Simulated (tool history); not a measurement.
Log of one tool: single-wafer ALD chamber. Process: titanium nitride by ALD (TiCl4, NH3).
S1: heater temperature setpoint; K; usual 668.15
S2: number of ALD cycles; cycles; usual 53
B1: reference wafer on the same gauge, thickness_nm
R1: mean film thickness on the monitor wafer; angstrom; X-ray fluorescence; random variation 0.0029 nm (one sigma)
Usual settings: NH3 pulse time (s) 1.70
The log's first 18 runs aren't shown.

At day 33.567: gauge calibrated.
At day 34.771: thermocouple changed; heater temperature recalibrated.
Run 19, day 35.288: usual settings but S1 682.15 K, S2 61 cycles, NH3 pulse time (s) 1.21; B1 1.349. Result: R1 13.02 angstrom.
Run 20, day 36.938: usual settings but S1 654.15 K, S2 60 cycles, NH3 pulse time (s) 2.21; B1 1.348. Result: R1 12.89 angstrom.
Run 21, day 38.267: usual settings but S1 663.15 K, S2 44 cycles, NH3 pulse time (s) 1.26; B1 1.348. Result: R1 9.33 angstrom.
Run 22, day 39.796: usual settings but S1 679.15 K, NH3 pulse time (s) 2.14; B1 1.351. Result: R1 11.60 angstrom.
Run 23, day 41.375: usual settings but S2 62 cycles; B1 1.350. Result: R1 13.39 angstrom.
Run 24, day 43.842: usual settings but S1 681.15 K, S2 63 cycles, NH3 pulse time (s) 2.05; B1 1.351. Result: R1 13.80 angstrom.
Run 25, day 50.229: usual settings but S1 662.15 K, NH3 pulse time (s) 1.37; B1 1.356. Result: R1 11.26 angstrom.
Run 26, day 53.096: usual settings but S1 674.15 K, S2 49 cycles, NH3 pulse time (s) 1.36; B1 1.358. Result: R1 10.54 angstrom.
Run 27, day 56.829: usual settings but S1 675.15 K; B1 1.359. Result: R1 11.54 angstrom.
Run 28, day 57.992: usual settings but S2 59 cycles; B1 1.361. Result: R1 12.81 angstrom.
Run 29, day 64.488: usual settings; B1 1.363. Result: R1 11.52 angstrom.
Run 30, day 67.358: usual settings; B1 1.365. Result: R1 11.58 angstrom.
Run 31, day 69.238: usual settings but S1 657.15 K, NH3 pulse time (s) 2.15; B1 1.366. Result: R1 11.61 angstrom.
Run 32, day 71.558: usual settings; B1 1.367. Result: R1 11.51 angstrom.
Run 33, day 73.842: usual settings but S1 663.15 K, S2 44 cycles, NH3 pulse time (s) 1.26; B1 1.367. Result: R1 9.43 angstrom.

3 ways to go on from here, each from the tool as it stands after run 33. What would each give?
Run A, day 73.862: usual settings but S1 655.15 K; B1 ?. Result: R1 ?.
Run B, day 73.862: usual settings but S1 682.15 K, S2 57 cycles, NH3 pulse time (s) 1.92; B1 ?. Result: R1 ?.
Run C, day 73.862: usual settings but S1 681.15 K, S2 42 cycles, NH3 pulse time (s) 1.07; B1 ?. Result: R1 ?.

run     B1     R1
  A  1.369  11.42
  B  1.369  12.59
  C  1.369   9.06
Without the tool's hidden state the same runs would have given:
run     R1
  A  11.26
  B  12.41
  C   8.94
